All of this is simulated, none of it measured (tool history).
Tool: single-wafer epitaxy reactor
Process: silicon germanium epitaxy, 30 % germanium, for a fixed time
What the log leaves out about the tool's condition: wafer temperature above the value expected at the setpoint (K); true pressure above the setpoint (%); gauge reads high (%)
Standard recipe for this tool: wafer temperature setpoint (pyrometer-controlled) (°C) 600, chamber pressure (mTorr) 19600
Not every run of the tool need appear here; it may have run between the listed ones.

run    hour  wafer temperature setpoint (pyrometer-controlled) (°C)  chamber pressure (mTorr)  wafers since the last listed run  hours since the last pyrometer calibration  hours since the last manometer calibration  hours since the showerhead was replaced  hours since the gauge calibration  read-back reference wafer on the same gauge, thickness_nm  mean film thickness on the monitor wafer (Å)
  1     0.0                                                     600                     19600                                 0                                      1851.2                                       363.1                                   3043.2                              218.3                                                     68.683                                        594.48
  2    70.0                                                     600                     19600                              1250                                      1921.2                                       433.1                                   3113.2                              288.3                                                     68.887                                        595.34
  3   225.5                                                     600                     19600                              2776                                      2076.7                                       588.6                                   3268.7                              443.8                                                     68.762                                        595.86
  4   395.7                                                     600                     19600                              3039                                      2246.9                                       758.8                                   3438.9                              614.0                                                     68.854                                        594.55
  5   429.6                                                     600                     19600                               605                                      2280.8                                       792.7                                   3472.8                              647.9                                                     68.872                                        597.00
  6   465.3                                                     600                     19600                               637                                      2316.5                                       828.4                                   3508.5                              683.6                                                     68.773                                        591.55
  7   500.6                                                     605                     19600                               630                                      2351.8                                       863.7                                   3543.8                              718.9                                                     68.872                                        656.55
  8   542.1                                                     607                     19600                               741                                      2393.3                                       905.2                                   3585.3                              760.4                                                     68.779                                        686.78
      569.0  -- showerhead replaced
  9   641.0                                                     607                     19600                              1623                                      2492.2                                      1004.1                                     72.0                              859.3                                                     68.903                                        682.39
 10   678.7                                                     607                     21100                               673                                      2529.9                                      1041.8                                    109.7                              897.0                                                     68.715                                        716.24
 11   734.8                                                     596                     16700                              1001                                      2586.0                                      1097.9                                    165.8                              953.1                                                     68.941                                        499.90
 12   768.9                                                     600                     23800                               608                                      2620.1                                      1132.0                                    199.9                              987.2                                                     68.906                                        652.08
      789.2  -- pyrometer calibrated
      809.0  -- gauge calibrated
      853.7  -- capacitance manometer re-zeroed and calibrated
 13   882.4                                                     600                     19600                              1741                                        93.2                                        28.7                                    313.4                               73.4                                                     68.916                                        588.83
 14   910.1                                                     592                     23700                               494                                       120.9                                        56.4                                    341.1                              101.1                                                     68.834                                        548.65
 15   968.6                                                     590                     20900                              1044                                       179.4                                       114.9                                    399.6                              159.6                                                     68.668                                        491.71
 16  1003.7                                                     600                     19600                               626                                       214.5                                       150.0                                    434.7                              194.7                                                     68.697                                        593.36
 17  1045.7                                                     600                     19600                               750                                       256.5                                       192.0                                    476.7                              236.7                                                     68.919                                        591.26
 18  1089.7                                                     587                     18200                               785                                       300.5                                       236.0                                    520.7                              280.7                                                     68.665                                        432.56

What was the tool's hidden state at every run in the log?
wafer temperature above the value expected at the setpoint (K): 0, the same for each run
true pressure above the setpoint (%): 0, the same for each run
gauge reads high (%): 0, the same for each run
